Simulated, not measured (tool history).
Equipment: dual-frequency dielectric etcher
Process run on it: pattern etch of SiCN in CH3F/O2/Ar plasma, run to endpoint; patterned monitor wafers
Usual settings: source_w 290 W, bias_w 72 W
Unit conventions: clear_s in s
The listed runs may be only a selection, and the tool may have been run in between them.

| run | hour | source_w | bias_w | incoming incoming film thickness, nm | clear_s |
|---|---|---|---|---|---|
| 1 | 0.0 | 290 | 72 | 5.81 | 16.6 |
| 2 | 17.4 | 230 | 72 | 5.83 | 17.9 |
| 3 | 51.9 | 230 | 72 | 5.83 | 18.0 |
| 4 | 67.9 | 290 | 77 | 5.81 | 16.2 |
| 5 | 79.1 | 290 | 77 | 5.75 | 16.0 |
| 6 | 89.0 | 290 | 77 | 5.79 | 16.0 |
| 7 | 104.4 | 290 | 72 | 5.83 | 16.5 |
|  | 119.6 | bias power generator calibrated |
| 8 | 120.1 | 290 | 78 | 5.85 | 16.2 |
| 9 | 131.6 | 290 | 78 | 5.86 | 16.2 |
| 10 | 149.4 | 290 | 78 | 5.77 | 15.9 |
|  | 162.8 | source power generator calibrated |
| 11 | 163.3 | 240 | 72 | 5.80 | 17.4 |
| 12 | 178.7 | 240 | 72 | 5.80 | 17.4 |
| 13 | 189.6 | 290 | 72 | 5.84 | 16.6 |
| 14 | 198.0 | 330 | 77 | 5.77 | 15.4 |
| 15 | 211.6 | 330 | 54 | 5.77 | 16.9 |
|  | 237.8 | wet clean of the chamber |
|  | 252.3 | upper electrode replaced |
| 16 | 252.8 | 350 | 72 | 5.74 | 15.5 |
| 17 | 253.1 | 230 | 57 | 5.78 | 19.2 |
| 18 | 253.4 | 290 | 60 | 5.80 | 17.6 |
| 19 | 259.6 | 330 | 72 | 5.86 | 16.2 |
| 20 | 267.3 | 290 | 72 | 5.80 | 16.7 |
| 21 | 277.1 | 330 | 67 | 5.78 | 16.3 |
| 22 | 294.2 | 220 | 83 | 5.80 | 17.4 |
| 23 | 303.2 | 320 | 79 | 5.77 | 15.6 |
| 24 | 319.5 | 330 | 84 | 5.83 | 15.3 |

3 ways to go on from here, each from the tool as it stands after run 24. What would each give?
| A | 319.9 | 290 | 72 | 5.82 | ? |
| B | 319.9 | 250 | 72 | 5.82 | ? |
| C | 319.9 | 350 | 60 | 5.82 | ? |

| run | clear_s |
|---|---|
| A | 16.6 |
| B | 17.5 |
| C | 16.5 |
With the hidden condition removed and each run's random variation left untouched, the same runs would have given:
| run | clear_s |
|---|---|
| A | 16.7 |
| B | 17.5 |
| C | 16.6 |
